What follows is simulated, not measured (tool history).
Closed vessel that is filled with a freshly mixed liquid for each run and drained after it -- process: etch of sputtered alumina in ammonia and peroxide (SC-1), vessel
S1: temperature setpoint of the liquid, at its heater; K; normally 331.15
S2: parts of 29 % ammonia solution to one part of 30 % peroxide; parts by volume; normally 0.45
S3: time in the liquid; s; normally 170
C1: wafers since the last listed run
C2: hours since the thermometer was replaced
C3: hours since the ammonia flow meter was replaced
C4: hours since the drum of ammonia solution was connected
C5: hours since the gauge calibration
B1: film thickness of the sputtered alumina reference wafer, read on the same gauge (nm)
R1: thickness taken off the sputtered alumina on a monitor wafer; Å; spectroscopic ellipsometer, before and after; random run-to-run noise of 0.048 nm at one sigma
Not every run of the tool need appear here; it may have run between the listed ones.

| run | day | S1 | S2 | S3 | C1 | C2 | C3 | C4 | C5 | B1 | R1 |
|---|---|---|---|---|---|---|---|---|---|---|---|
| 1 | 0.000 | 331.15 | 0.45 | 170 | 0 | 1363.5 | 661.8 | 833.1 | 528.1 | 50.01 | 192.0 |
|  | 0.654 | ammonia flow meter replaced |
| 2 | 2.000 | 324.65 | 0.45 | 170 | 6009 | 1411.5 | 32.3 | 881.1 | 576.1 | 49.98 | 135.4 |
| 3 | 4.983 | 331.15 | 0.45 | 170 | 9155 | 1483.1 | 103.9 | 952.7 | 647.7 | 50.02 | 191.4 |
| 4 | 7.900 | 331.15 | 0.50 | 170 | 8950 | 1553.1 | 173.9 | 1022.7 | 717.7 | 50.00 | 192.3 |
| 5 | 10.708 | 331.15 | 0.50 | 170 | 8618 | 1620.5 | 241.3 | 1090.1 | 785.1 | 50.00 | 193.2 |
|  | 10.967 | gauge calibrated |
| 6 | 13.229 | 331.15 | 0.50 | 170 | 7736 | 1681.0 | 301.8 | 1150.6 | 54.3 | 50.02 | 192.4 |
|  | 13.496 | new drum of ammonia solution connected |
| 7 | 15.383 | 331.15 | 0.45 | 170 | 6482 | 1732.7 | 353.5 | 45.3 | 106.0 | 50.01 | 192.6 |
|  | 17.229 | thermometer replaced |
| 8 | 18.208 | 331.15 | 0.45 | 170 | 8541 | 23.5 | 421.3 | 113.1 | 173.8 | 49.99 | 199.9 |
| 9 | 20.633 | 331.15 | 0.60 | 110 | 7441 | 81.7 | 479.5 | 171.3 | 232.0 | 50.00 | 132.4 |
| 10 | 22.271 | 331.15 | 0.30 | 100 | 5025 | 121.0 | 518.8 | 210.6 | 271.3 | 49.99 | 112.1 |
|  | 22.588 | ammonia flow meter replaced |
| 11 | 23.571 | 331.15 | 0.55 | 170 | 3861 | 152.2 | 23.6 | 241.8 | 302.5 | 49.97 | 201.8 |
| 12 | 25.258 | 334.65 | 0.55 | 110 | 5178 | 192.7 | 64.1 | 282.3 | 343.0 | 50.00 | 156.6 |
| 13 | 27.646 | 336.65 | 0.30 | 220 | 7326 | 250.0 | 121.4 | 339.6 | 400.3 | 49.99 | 327.0 |
| 14 | 30.075 | 331.15 | 0.35 | 170 | 7454 | 308.3 | 179.7 | 397.9 | 458.6 | 49.99 | 193.2 |

Predict the results of run 15:
| 15 | 31.896 | 334.65 | 0.55 | 100 | 5587 | 352.0 | 223.4 | 441.6 | 502.3 | ? | ? |

B1: 50.00
R1: 141.5 Å
Had the tool carried no hidden state, the very same run would have given R1 143.2 Å.

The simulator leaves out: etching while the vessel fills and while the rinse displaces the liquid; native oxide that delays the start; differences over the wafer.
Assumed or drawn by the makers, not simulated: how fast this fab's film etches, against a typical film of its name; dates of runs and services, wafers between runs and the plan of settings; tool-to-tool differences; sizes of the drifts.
